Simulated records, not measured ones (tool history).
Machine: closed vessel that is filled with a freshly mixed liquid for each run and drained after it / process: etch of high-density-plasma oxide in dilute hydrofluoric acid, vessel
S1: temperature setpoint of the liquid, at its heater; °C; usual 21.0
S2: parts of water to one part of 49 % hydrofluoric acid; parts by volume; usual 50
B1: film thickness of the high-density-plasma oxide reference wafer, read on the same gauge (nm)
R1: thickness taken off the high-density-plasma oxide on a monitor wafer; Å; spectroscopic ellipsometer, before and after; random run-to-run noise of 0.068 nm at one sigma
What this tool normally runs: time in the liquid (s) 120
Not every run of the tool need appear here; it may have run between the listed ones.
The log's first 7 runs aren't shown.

At day 7.367: thermometer replaced.
Run 8, day 7.408: usual settings but S2 60 parts by volume, time in the liquid (s) 65; B1 150.04. Result: R1 58.9 Å.
Run 9, day 8.783: usual settings but S2 60 parts by volume, time in the liquid (s) 65; B1 149.99. Result: R1 59.3 Å.
Run 10, day 9.662: usual settings but S2 60 parts by volume, time in the liquid (s) 65; B1 150.01. Result: R1 60.2 Å.
Run 11, day 10.788: usual settings; B1 150.02. Result: R1 134.2 Å.
Run 12, day 11.717: usual settings; B1 149.99. Result: R1 134.5 Å.
At day 11.733: gauge calibrated.
At day 11.917: hydrofluoric acid flow meter replaced.
Run 13, day 12.575: usual settings; B1 149.99. Result: R1 120.5 Å.
Run 14, day 13.796: usual settings; B1 150.04. Result: R1 119.7 Å.
Run 15, day 14.558: usual settings; B1 150.02. Result: R1 119.0 Å.
Run 16, day 16.021: usual settings but time in the liquid (s) 90; B1 149.98. Result: R1 89.2 Å.
Run 17, day 16.933: usual settings; B1 149.99. Result: R1 121.4 Å.
Run 18, day 17.771: usual settings but S1 22.5 °C, S2 35 parts by volume, time in the liquid (s) 70; B1 150.01. Result: R1 109.3 Å.
Run 19, day 18.396: usual settings but S1 23.5 °C; B1 149.97. Result: R1 133.1 Å.
Run 20, day 19.746: usual settings; B1 149.98. Result: R1 121.6 Å.
Run 21, day 20.817: usual settings but S2 65 parts by volume, time in the liquid (s) 155; B1 150.01. Result: R1 118.2 Å.
Run 22, day 22.038: usual settings but S1 19.5 °C, S2 65 parts by volume, time in the liquid (s) 60; B1 150.02. Result: R1 42.9 Å.
Run 23, day 25.133: usual settings; B1 149.98. Result: R1 120.9 Å.
Run 24, day 25.883: usual settings but S1 17.0 °C; B1 149.98. Result: R1 104.0 Å.
Run 25, day 26.750: usual settings but S2 40 parts by volume; B1 150.03. Result: R1 154.3 Å.
Run 26, day 27.262: usual settings but S2 30 parts by volume, time in the liquid (s) 175; B1 149.99. Result: R1 304.9 Å.
Run 27, day 28.067: usual settings but S1 22.5 °C; B1 149.99. Result: R1 129.1 Å.
Run 28, day 28.900: usual settings but S2 60 parts by volume; B1 150.02. Result: R1 100.4 Å.
Run 29, day 29.917: usual settings but time in the liquid (s) 160; B1 150.02. Result: R1 164.4 Å.
Run 30, day 31.033: usual settings but S1 25.0 °C, S2 30 parts by volume; B1 149.97. Result: R1 250.4 Å.
Run 31, day 31.796: usual settings but S1 24.5 °C, time in the liquid (s) 60; B1 149.99. Result: R1 70.6 Å.

Branching from run 31: 5 alternative next runs. What would each branch give?
Run A, day 31.825: usual settings; B1 ?. Result: R1 ?.
Run B, day 31.825: usual settings but S1 17.5 °C, S2 25 parts by volume, time in the liquid (s) 80; B1 ?. Result: R1 ?.
Run C, day 31.825: usual settings but S1 17.0 °C, S2 65 parts by volume, time in the liquid (s) 140; B1 ?. Result: R1 ?.
Run D, day 31.825: usual settings but S1 17.0 °C, S2 60 parts by volume, time in the liquid (s) 165; B1 ?. Result: R1 ?.
Run E, day 31.825: usual settings but S1 18.5 °C, S2 65 parts by volume; B1 ?. Result: R1 ?.

run      B1     R1
  A  150.02  122.8
  B  150.02  144.8
  C  150.02   91.3
  D  150.02  117.2
  E  150.02   83.5
What these runs would have given with no unlogged condition in the tool:
run     R1
  A  119.0
  B  140.6
  C   88.5
  D  113.7
  E   80.9
